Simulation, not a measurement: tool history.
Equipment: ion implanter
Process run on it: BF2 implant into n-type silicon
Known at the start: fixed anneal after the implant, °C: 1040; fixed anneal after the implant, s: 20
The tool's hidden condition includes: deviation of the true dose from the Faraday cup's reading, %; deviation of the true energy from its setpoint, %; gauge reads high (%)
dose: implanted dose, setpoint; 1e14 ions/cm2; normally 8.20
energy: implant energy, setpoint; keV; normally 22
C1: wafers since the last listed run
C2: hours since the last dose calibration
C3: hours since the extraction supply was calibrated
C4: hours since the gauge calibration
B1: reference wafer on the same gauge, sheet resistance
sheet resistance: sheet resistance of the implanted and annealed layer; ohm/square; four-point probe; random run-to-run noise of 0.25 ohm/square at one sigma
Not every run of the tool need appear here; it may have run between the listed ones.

{"run": 1, "hour": 0.0, "dose": 8.2, "energy": 22, "C1": 0, "C2": 1335.4, "C3": 2123.5, "C4": 568.9, "B1": 161.93, "sheet resistance": 166.97}
{"run": 2, "hour": 66.0, "dose": 8.2, "energy": 22, "C1": 868, "C2": 1401.4, "C3": 2189.5, "C4": 634.9, "B1": 162.02, "sheet resistance": 167.71}
{"run": 3, "hour": 93.4, "dose": 9.69, "energy": 22, "C1": 360, "C2": 1428.8, "C3": 2216.9, "C4": 662.3, "B1": 161.99, "sheet resistance": 150.31}
{"run": 4, "hour": 150.5, "dose": 9.69, "energy": 22, "C1": 751, "C2": 1485.9, "C3": 2274.0, "C4": 719.4, "B1": 162.04, "sheet resistance": 150.97}
{"run": 5, "hour": 183.4, "dose": 9.69, "energy": 22, "C1": 432, "C2": 1518.8, "C3": 2306.9, "C4": 752.3, "B1": 162.07, "sheet resistance": 150.69}
{"run": 6, "hour": 355.9, "dose": 8.2, "energy": 22, "C1": 2269, "C2": 1691.3, "C3": 2479.4, "C4": 924.8, "B1": 161.99, "sheet resistance": 167.3}
{"run": 7, "hour": 400.2, "dose": 10.16, "energy": 22, "C1": 582, "C2": 1735.6, "C3": 2523.7, "C4": 969.1, "B1": 161.98, "sheet resistance": 146.79}
{"run": 8, "hour": 461.3, "dose": 8.2, "energy": 22, "C1": 803, "C2": 1796.7, "C3": 2584.8, "C4": 1030.2, "B1": 161.97, "sheet resistance": 167.42}
{"run": 9, "hour": 523.5, "dose": 8.2, "energy": 22, "C1": 818, "C2": 1858.9, "C3": 2647.0, "C4": 1092.4, "B1": 162.05, "sheet resistance": 167.02}
{"hour": 564.5, "done": "Faraday cup replaced and dose calibrated"}
{"run": 10, "hour": 583.8, "dose": 8.2, "energy": 22, "C1": 687, "C2": 19.3, "C3": 2707.3, "C4": 1152.7, "B1": 161.92, "sheet resistance": 165.91}
{"run": 11, "hour": 619.1, "dose": 8.2, "energy": 22, "C1": 464, "C2": 54.6, "C3": 2742.6, "C4": 1188.0, "B1": 161.95, "sheet resistance": 165.65}
{"run": 12, "hour": 663.7, "dose": 8.2, "energy": 22, "C1": 586, "C2": 99.2, "C3": 2787.2, "C4": 1232.6, "B1": 161.98, "sheet resistance": 165.93}
{"run": 13, "hour": 696.0, "dose": 6.4, "energy": 22, "C1": 424, "C2": 131.5, "C3": 2819.5, "C4": 1264.9, "B1": 161.94, "sheet resistance": 197.79}
{"run": 14, "hour": 723.4, "dose": 8.2, "energy": 22, "C1": 360, "C2": 158.9, "C3": 2846.9, "C4": 1292.3, "B1": 161.93, "sheet resistance": 165.75}
{"run": 15, "hour": 749.8, "dose": 8.2, "energy": 22, "C1": 347, "C2": 185.3, "C3": 2873.3, "C4": 1318.7, "B1": 162.01, "sheet resistance": 166.1}
{"run": 16, "hour": 779.7, "dose": 6.59, "energy": 25, "C1": 393, "C2": 215.2, "C3": 2903.2, "C4": 1348.6, "B1": 162.01, "sheet resistance": 190.1}

Run 17 comes next. What will it give?
{"run": 17, "hour": 808.7, "dose": 8.2, "energy": 22, "C1": 381, "C2": 244.2, "C3": 2932.2, "C4": 1377.6, "B1": "?", "sheet resistance": "?"}

Run 17 yielded B1 161.98, sheet resistance 165.72 ohm/square.
With no hidden state in the tool, this same run would have given sheet resistance 165.59 ohm/square.
